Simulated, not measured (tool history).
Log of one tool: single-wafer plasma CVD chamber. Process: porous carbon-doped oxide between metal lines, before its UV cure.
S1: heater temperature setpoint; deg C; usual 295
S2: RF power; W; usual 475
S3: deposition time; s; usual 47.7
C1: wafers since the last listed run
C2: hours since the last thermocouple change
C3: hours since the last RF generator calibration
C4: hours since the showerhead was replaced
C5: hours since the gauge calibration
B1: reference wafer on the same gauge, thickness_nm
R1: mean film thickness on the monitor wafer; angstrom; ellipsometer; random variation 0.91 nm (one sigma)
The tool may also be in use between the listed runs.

run     day   S1   S2    S3    C1      C2      C3      C4     C5       B1       R1
  1       0  295  475  47.7     0  1310.4  1220.3  5399.1  182.3  243.873  2690.02
  2   2.758  295  475  47.7   952  1376.6  1286.5  5465.3  248.5  243.404  2674.21
  3   4.233  295  475  47.7   509    1412  1321.9  5500.7  283.9  243.546  2666.52
  4   5.804  295  475  47.7   542  1449.7  1359.6  5538.4  321.6  243.086  2687.15
  5   8.796  289  475  45.4  1033  1521.5  1431.4  5610.2  393.4  242.348  2647.12
  6  10.158  289  475  45.4   470  1554.2  1464.1  5642.9  426.1  242.023  2640.16
  7  12.092  295  520  47.7   667  1600.6  1510.5  5689.3  472.5  242.019  2913.31
  8  14.175  295  475  47.7   719  1650.6  1560.5  5739.3  522.5  241.493   2654.7
     16.092  -- showerhead replaced
     16.229  -- gauge calibrated
     18.242  -- RF generator calibrated
  9  20.271  295  510  40.3  1875  1796.9    48.7   100.3     97  245.215   2446.7
 10  21.733  306  405  51.4   505    1832    83.8   135.4  132.1  245.431  2273.91
 11  23.992  288  440  47.7   779  1886.2     138   189.6  186.3  244.819  2592.79
 12  25.288  295  540  54.9   447  1917.3   169.1   220.7  217.4  244.966   3504.4
     26.833  -- thermocouple changed; heater temperature recalibrated
 13    27.9  310  450  39.5   787    25.6   231.8   283.4  280.1  244.591  1929.73
 14  28.942  289  475  45.4   359    50.6   256.8   308.4  305.1  244.343  2654.55
 15  33.167  295  475  57.1  1459     152   358.2   409.8  406.5  243.852     3206
 16    34.5  287  535  51.2   460     184   390.2   441.8  438.5  243.319  3378.97

Forecast each of these 5 alternatives for the next run:
  A  34.517  295  390  47.7   5  184.4  390.6  442.2  438.9   ?   ?
  B  34.517  281  560  47.7   5  184.4  390.6  442.2  438.9   ?   ?
  C  34.517  303  475  47.7   5  184.4  390.6  442.2  438.9   ?   ?
  D  34.517  295  380  53.1   5  184.4  390.6  442.2  438.9   ?   ?
  E  34.517  295  475  51.6   5  184.4  390.6  442.2  438.9   ?   ?

run       B1       R1
  A  243.382  2127.71
  B  243.382  3430.98
  C  243.382  2538.16
  D  243.382  2285.86
  E  243.382  2887.66
Without the tool's hidden state the same runs would have given:
run       R1
  A   2141.9
  B  3453.86
  C  2555.08
  D  2301.11
  E  2906.92

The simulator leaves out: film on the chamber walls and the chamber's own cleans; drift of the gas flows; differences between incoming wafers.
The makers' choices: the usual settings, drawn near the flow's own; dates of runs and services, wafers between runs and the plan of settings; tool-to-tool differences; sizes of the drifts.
